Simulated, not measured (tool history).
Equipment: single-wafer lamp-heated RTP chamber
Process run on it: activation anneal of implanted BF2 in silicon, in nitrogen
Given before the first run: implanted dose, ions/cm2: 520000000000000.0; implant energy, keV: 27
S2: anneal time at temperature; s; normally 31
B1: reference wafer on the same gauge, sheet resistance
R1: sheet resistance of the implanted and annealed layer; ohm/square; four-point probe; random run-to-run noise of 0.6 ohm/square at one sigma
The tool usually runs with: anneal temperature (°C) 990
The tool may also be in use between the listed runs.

Run 1, hour 0: usual settings but anneal temperature (°C) 968; B1 266.15. Result: R1 267.51 ohm/square.
Run 2, hour 60.3: usual settings but anneal temperature (°C) 968; B1 266.13. Result: R1 267.87 ohm/square.
At hour 78.7: reflector plate cleaned.
Run 3, hour 111.3: usual settings; B1 265.88. Result: R1 254.55 ohm/square.
Run 4, hour 137.4: usual settings; B1 266.09. Result: R1 254.5 ohm/square.
Run 5, hour 343.8: usual settings but anneal temperature (°C) 984; B1 266.16. Result: R1 258.56 ohm/square.
Run 6, hour 384.4: usual settings but anneal temperature (°C) 984; B1 265.94. Result: R1 257.43 ohm/square.
At hour 402.8: pyrometer window cleaned and pyrometer calibrated.
At hour 440.4: gauge calibrated.
Run 7, hour 453.9: usual settings; B1 265.84. Result: R1 254.82 ohm/square.
Run 8, hour 489.2: usual settings but anneal temperature (°C) 967, S2 35 s; B1 266.14. Result: R1 267.09 ohm/square.
Run 9, hour 521.1: usual settings but anneal temperature (°C) 967, S2 35 s; B1 265.97. Result: R1 265.92 ohm/square.
Run 10, hour 567.8: usual settings but anneal temperature (°C) 1007, S2 20 s; B1 265.86. Result: R1 252.5 ohm/square.
Run 11, hour 618.8: usual settings but anneal temperature (°C) 964, S2 41 s; B1 266.03. Result: R1 267.89 ohm/square.
Run 12, hour 651: usual settings but anneal temperature (°C) 1019, S2 15 s; B1 266. Result: R1 250.58 ohm/square.
Run 13, hour 719.4: usual settings; B1 265.97. Result: R1 256.24 ohm/square.
Run 14, hour 789.1: usual settings but anneal temperature (°C) 970, S2 25 s; B1 266. Result: R1 269.61 ohm/square.
At hour 801.1: reflector plate cleaned.
Run 15, hour 848.5: usual settings but anneal temperature (°C) 975, S2 19 s; B1 266.03. Result: R1 267.14 ohm/square.
At hour 857.9: pyrometer window cleaned and pyrometer calibrated.
Run 16, hour 1043.9: usual settings but anneal temperature (°C) 979, S2 48 s; B1 265.69. Result: R1 256.49 ohm/square.
Run 17, hour 1113.7: usual settings but anneal temperature (°C) 1005, S2 36 s; B1 265.91. Result: R1 248.38 ohm/square.
Run 18, hour 1160.4: usual settings; B1 266.18. Result: R1 255.33 ohm/square.
Run 19, hour 1191.9: usual settings; B1 266.26. Result: R1 255.39 ohm/square.

Branching from run 19: 4 alternative next runs. What would each branch give?
Run A, hour 1192.3: usual settings; B1 ?. Result: R1 ?.
Run B, hour 1192.3: usual settings but anneal temperature (°C) 960, S2 17 s; B1 ?. Result: R1 ?.
Run C, hour 1192.3: usual settings but anneal temperature (°C) 977, S2 50 s; B1 ?. Result: R1 ?.
Run D, hour 1192.3: usual settings but anneal temperature (°C) 1008, S2 40 s; B1 ?. Result: R1 ?.

run      B1      R1
  A  265.85  255.83
  B  265.85  283.97
  C  265.85  258.07
  D  265.85  247.99
Had the tool no hidden state, the same runs would have come out as:
run      R1
  A  255.83
  B  283.97
  C  258.07
  D  247.99
